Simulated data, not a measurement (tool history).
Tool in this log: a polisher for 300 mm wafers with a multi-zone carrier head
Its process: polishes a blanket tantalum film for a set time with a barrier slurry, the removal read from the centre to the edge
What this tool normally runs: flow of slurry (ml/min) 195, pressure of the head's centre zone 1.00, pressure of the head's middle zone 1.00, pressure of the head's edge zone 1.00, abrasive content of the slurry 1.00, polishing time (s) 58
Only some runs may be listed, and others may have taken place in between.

run    hour  flow of slurry (ml/min)  pressure of the head's centre zone  pressure of the head's middle zone  pressure of the head's edge zone  abrasive content of the slurry  polishing time (s)  incoming thickness of the incoming film, nm  film removed at the wafer's centre (Å)  film removed at mid-radius (Å)  film removed at the wafer's edge (Å)
  1     0.0                      195                                1.00                                1.00                              1.00                            1.00                  58                                        302.8                                    1014                            1052                                  1036
  2    36.2                      195                                1.00                                1.00                              1.00                            1.00                  58                                        302.8                                    1018                            1064                                   999
       84.4  -- carrier head's membrane replaced by a new one
  3   107.4                      195                                1.08                                1.00                              1.00                            1.00                  58                                        298.8                                    1090                            1018                                  1026
  4   161.0                      195                                1.00                                1.00                              1.00                            1.00                  58                                        301.6                                     982                            1031                                  1001
  5   219.3                      195                                1.00                                1.00                              1.00                            1.25                  58                                        304.1                                    1065                            1111                                  1067
  6   270.5                      220                                1.00                                1.00                              1.00                            1.20                  70                                        302.7                                    1284                            1307                                  1263
      275.0  -- worn pad replaced by a new one
      286.3  -- slurry nozzle cleaned
  7   318.9                      195                                1.04                                1.00                              1.00                            1.00                  65                                        305.1                                    1211                            1194                                  1147
  8   386.1                      195                                1.08                                1.00                              1.00                            1.00                  58                                        301.9                                    1117                            1050                                  1042
  9   422.7                      195                                1.00                                1.00                              1.00                            1.00                  58                                        294.9                                    1016                            1064                                  1019
      506.0  -- edge zone pressure recalibrated
 10   507.9                      195                                0.96                                1.04                              1.12                            0.90                  58                                        299.2                                     927                            1041                                  1016
 11   563.1                      195                                1.00                                1.00                              1.00                            1.00                  58                                        300.7                                    1021                            1023                                  1000
 12   619.2                      195                                1.00                                1.00                              1.00                            1.00                  58                                        296.5                                     997                            1017                                   984
 13   706.2                      195                                1.00                                1.00                              0.93                            1.00                  58                                        296.8                                     997                            1041                                   953
 14   760.7                      195                                1.00                                1.03                              1.00                            1.00                  78                                        303.6                                    1335                            1395                                  1340
 15   849.2                      195                                0.94                                1.00                              1.11                            1.15                  58                                        304.9                                     972                            1042                                  1048
      905.8  -- slurry nozzle cleaned
      906.0  -- worn pad replaced by a new one
 16   933.1                      195                                1.04                                0.92                              1.00                            1.25                  43                                        299.6                                     866                             800                                   828
      991.9  -- centre zone pressure recalibrated
 17  1007.1                      160                                1.00                                1.00                              1.00                            1.00                  44                                        297.8                                     754                             778                                   739
 18  1114.0                      195                                1.00                                1.05                              1.00                            1.00                  58                                        299.6                                    1030                            1114                                  1018
 19  1185.0                      195                                1.08                                1.00                              1.00                            1.00                  58                                        296.7                                    1092                            1029                                  1018
 20  1223.8                      220                                1.00                                0.89                              1.06                            1.00                  58                                        296.3                                    1038                             958                                  1061
     1248.0  -- edge zone pressure recalibrated
 21  1290.1                      195                                1.00                                1.00                              1.00                            1.00                  58                                        300.4                                    1001                            1025                                   988
 22  1392.8                      195                                1.00                                1.08                              1.09                            1.00                  58                                        296.9                                     994                            1066                                  1030

Some steps in film removed at the wafer's centre (Å) between neighbouring runs. How much of each would the tool show without its hidden state too (settings, what came in, random variation), and how much is left for the hidden state, with any gauge scatter that isn't in both results?
What the log doesn't record here: removal rate lost through wear of the pad, %; slurry flow missing at the pad, %; deviation of the centre zone's pressure from its setpoint, %; deviation of the edge zone's pressure from its setpoint, %.
Run 6 -> 7: flow of slurry (ml/min) 220 -> 195, pressure of the head's centre zone 1.00 -> 1.04, abrasive content of the slurry 1.20 -> 1.00, polishing time (s) 70 -> 65, worn pad replaced by a new one, slurry nozzle cleaned. film removed at the wafer's centre (Å) -73: hidden state +63, all else -136.
Run 13 -> 14: pressure of the head's middle zone 1.00 -> 1.03, pressure of the head's edge zone 0.93 -> 1.00, polishing time (s) 58 -> 78. film removed at the wafer's centre (Å) +338: hidden state -24, all else +362.
Run 14 -> 15: pressure of the head's centre zone 1.00 -> 0.94, pressure of the head's middle zone 1.03 -> 1.00, pressure of the head's edge zone 1.00 -> 1.11, abrasive content of the slurry 1.00 -> 1.15, polishing time (s) 78 -> 58. film removed at the wafer's centre (Å) -363: hidden state +12, all else -375.
Run 15 -> 16: pressure of the head's centre zone 0.94 -> 1.04, pressure of the head's middle zone 1.00 -> 0.92, pressure of the head's edge zone 1.11 -> 1.00, abrasive content of the slurry 1.15 -> 1.25, polishing time (s) 58 -> 43, slurry nozzle cleaned, worn pad replaced by a new one. film removed at the wafer's centre (Å) -106: hidden state +60, all else -166.

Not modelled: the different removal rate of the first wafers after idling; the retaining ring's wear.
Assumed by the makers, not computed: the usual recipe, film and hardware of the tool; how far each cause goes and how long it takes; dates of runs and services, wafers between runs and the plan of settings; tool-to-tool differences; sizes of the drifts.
